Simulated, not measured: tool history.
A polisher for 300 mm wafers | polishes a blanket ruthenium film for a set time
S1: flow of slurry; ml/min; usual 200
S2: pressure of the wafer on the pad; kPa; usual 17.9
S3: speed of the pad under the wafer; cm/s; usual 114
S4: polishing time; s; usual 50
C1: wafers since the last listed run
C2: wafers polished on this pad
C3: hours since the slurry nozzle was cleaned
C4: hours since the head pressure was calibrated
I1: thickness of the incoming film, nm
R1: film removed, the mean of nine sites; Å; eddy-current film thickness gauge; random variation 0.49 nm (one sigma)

run 1 day=0.000 | S1=200 S2=17.9 S3=114 S4=50 | C1=0 C2=94 C3=200.8 C4=522.6 | I1=524.2 | R1=772
-- day=1.846 head pressure recalibrated
run 2 day=6.633 | S1=200 S2=17.9 S3=92 S4=50 | C1=1366 C2=1460 C3=360.0 C4=114.9 | I1=541.9 | R1=615
run 3 day=9.108 | S1=200 S2=17.9 S3=92 S4=50 | C1=516 C2=1977 C3=419.4 C4=174.3 | I1=537.1 | R1=609
-- day=11.258 worn pad replaced by a new one
run 4 day=12.100 | S1=200 S2=17.9 S3=92 S4=50 | C1=589 C2=175 C3=491.2 C4=246.1 | I1=530.3 | R1=620
run 5 day=14.608 | S1=200 S2=17.9 S3=114 S4=50 | C1=523 C2=699 C3=551.4 C4=306.3 | I1=521.0 | R1=700
-- day=17.071 slurry nozzle cleaned
run 6 day=17.721 | S1=175 S2=17.9 S3=114 S4=50 | C1=640 C2=1340 C3=15.6 C4=381.0 | I1=531.5 | R1=737
run 7 day=21.267 | S1=200 S2=17.9 S3=128 S4=50 | C1=739 C2=2080 C3=100.7 C4=466.1 | I1=525.6 | R1=816
-- day=24.092 head pressure recalibrated
run 8 day=24.996 | S1=200 S2=15.9 S3=114 S4=36 | C1=760 C2=2840 C3=190.2 C4=21.7 | I1=519.8 | R1=455
-- day=25.471 worn pad replaced by a new one
run 9 day=26.912 | S1=200 S2=15.9 S3=114 S4=36 | C1=365 C2=300 C3=236.2 C4=67.7 | I1=535.3 | R1=453
run 10 day=30.450 | S1=200 S2=15.9 S3=114 S4=36 | C1=738 C2=1038 C3=321.1 C4=152.6 | I1=536.8 | R1=453
run 11 day=32.488 | S1=200 S2=17.9 S3=132 S4=50 | C1=425 C2=1463 C3=370.0 C4=201.5 | I1=529.3 | R1=787
run 12 day=34.354 | S1=200 S2=12.4 S3=126 S4=50 | C1=389 C2=1853 C3=414.8 C4=246.3 | I1=528.2 | R1=532
-- day=38.029 worn pad replaced by a new one
run 13 day=38.446 | S1=200 S2=20.7 S3=76 S4=43 | C1=819 C2=86 C3=513.0 C4=344.5 | I1=528.3 | R1=579
-- day=42.346 head pressure recalibrated
run 14 day=43.012 | S1=200 S2=17.9 S3=114 S4=50 | C1=935 C2=1022 C3=622.6 C4=16.0 | I1=532.3 | R1=697
-- day=44.871 slurry nozzle cleaned
run 15 day=46.238 | S1=230 S2=17.9 S3=114 S4=50 | C1=664 C2=1686 C3=32.8 C4=93.4 | I1=529.2 | R1=742
run 16 day=49.762 | S1=140 S2=13.1 S3=102 S4=50 | C1=735 C2=2422 C3=117.4 C4=178.0 | I1=526.0 | R1=477
-- day=51.517 worn pad replaced by a new one
run 17 day=52.296 | S1=200 S2=17.9 S3=90 S4=43 | C1=493 C2=162 C3=178.2 C4=238.8 | I1=526.6 | R1=548
run 18 day=53.933 | S1=200 S2=17.9 S3=134 S4=50 | C1=341 C2=504 C3=217.5 C4=278.1 | I1=525.1 | R1=818
run 19 day=56.333 | S1=255 S2=23.4 S3=84 S4=50 | C1=500 C2=1005 C3=275.1 C4=335.7 | I1=538.9 | R1=846
run 20 day=58.267 | S1=200 S2=15.2 S3=114 S4=50 | C1=403 C2=1408 C3=321.5 C4=382.1 | I1=536.7 | R1=634
run 21 day=60.883 | S1=200 S2=17.9 S3=92 S4=50 | C1=546 C2=1954 C3=384.3 C4=444.9 | I1=530.1 | R1=676
-- day=61.504 head pressure recalibrated
run 22 day=63.258 | S1=200 S2=20.7 S3=114 S4=50 | C1=478 C2=2432 C3=441.3 C4=42.1 | I1=529.7 | R1=808
-- day=64.075 worn pad replaced by a new one
run 23 day=65.192 | S1=260 S2=17.9 S3=92 S4=50 | C1=368 C2=232 C3=487.7 C4=88.5 | I1=536.3 | R1=636

The same runs without the tool's hidden state, with the same run-to-run variation:
The hidden state here: removal rate lost through wear of the pad, %; slurry flow missing at the pad, %; deviation of the head's pressure from its setpoint, %.
run=1 R1=724
run=2 R1=646
run=3 R1=636
run=4 R1=642
run=5 R1=717
run=6 R1=714
run=7 R1=778
run=8 R1=461
run=9 R1=460
run=10 R1=459
run=11 R1=794
run=12 R1=534
run=13 R1=570
run=14 R1=719
run=15 R1=736
run=16 R1=476
run=17 R1=543
run=18 R1=806
run=19 R1=822
run=20 R1=614
run=21 R1=643
run=22 R1=838
run=23 R1=655
